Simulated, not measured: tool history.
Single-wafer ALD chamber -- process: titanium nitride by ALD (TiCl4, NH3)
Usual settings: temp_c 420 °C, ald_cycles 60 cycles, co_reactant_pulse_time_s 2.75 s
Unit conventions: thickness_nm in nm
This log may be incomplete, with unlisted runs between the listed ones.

run   hour  temp_c  ald_cycles  co_reactant_pulse_time_s  read-back reference wafer on the same gauge, thickness_nm  thickness_nm
  1    0.0     420          51                      2.75                                                      1.139         1.078
  2    8.4     420          51                      2.75                                                      1.139         1.084
  3   16.9     420          60                      2.75                                                      1.138         1.272
  4   28.7     424          60                      2.75                                                      1.138         1.274
  5   45.8     424          60                      2.75                                                      1.137         1.272
  6   59.0     424          60                      2.75                                                      1.136         1.274
  7   69.3     420          60                      2.75                                                      1.136         1.267
  8   79.0     420          60                      2.75                                                      1.136         1.269
  9   88.3     420          60                      2.38                                                      1.135         1.262
 10   99.3     420          60                      2.38                                                      1.134         1.261
 11  108.6     420          60                      2.75                                                      1.134         1.262
 12  117.0     420          60                      2.75                                                      1.133         1.270
 13  126.3     420          60                      2.75                                                      1.133         1.275
     131.5  -- gauge calibrated
 14  138.4     420          60                      2.75                                                      1.151         1.290
 15  150.6     420          60                      2.75                                                      1.150         1.282
 16  158.7     420          60                      2.75                                                      1.150         1.284
     174.2  -- thermocouple changed; heater temperature recalibrated
 17  174.7     420          48                      2.21                                                      1.149         1.025
 18  184.9     426          53                      3.41                                                      1.149         1.140
 19  201.9     413          60                      2.15                                                      1.147         1.277
 20  210.2     420          60                      2.75                                                      1.148         1.286
 21  220.0     424          69                      1.73                                                      1.147         1.458
 22  226.2     410          60                      2.75                                                      1.146         1.279
 23  252.0     420          60                      2.75                                                      1.145         1.283
 24  265.7     420          60                      2.75                                                      1.145         1.283
 25  278.2     420          60                      2.25                                                      1.144         1.269
 26  286.5     407          63                      3.09                                                      1.144         1.353
     305.1  -- showerhead replaced
 27  317.0     407          66                      3.61                                                      1.143         1.408
 28  334.9     411          60                      2.75                                                      1.141         1.273
 29  359.4     411          72                      3.72                                                      1.141         1.538
 30  370.6     420          60                      2.75                                                      1.140         1.271
 31  383.2     430          50                      3.72                                                      1.140         1.069
 32  392.4     415          65                      3.82                                                      1.139         1.387
 33  424.3     425          60                      2.75                                                      1.138         1.273
 34  434.1     433          48                      2.75                                                      1.137         1.013
 35  446.3     420          67                      3.05                                                      1.137         1.421
 36  459.3     407          67                      2.09                                                      1.136         1.399
 37  467.4     420          60                      2.75                                                      1.135         1.266
 38  478.0     410          72                      2.75                                                      1.135         1.518
 39  488.3     426          53                      3.12                                                      1.135         1.121

Here are 5 independent what-if runs from the current tool condition. What would each one return?
  A  488.8     420          60                      2.75                                                          ?             ?
  B  488.8     429          67                      3.52                                                          ?             ?
  C  488.8     412          50                      1.92                                                          ?             ?
  D  488.8     416          55                      2.75                                                          ?             ?
  E  488.8     416          60                      2.75                                                          ?             ?

run  read-back reference wafer on the same gauge, thickness_nm  thickness_nm
  A                                                      1.134         1.267
  B                                                      1.134         1.422
  C                                                      1.134         1.043
  D                                                      1.134         1.160
  E                                                      1.134         1.266
With the hidden condition removed and each run's random variation left untouched, the same runs would have given:
run  thickness_nm
  A         1.284
  B         1.441
  C         1.057
  D         1.176
  E         1.283
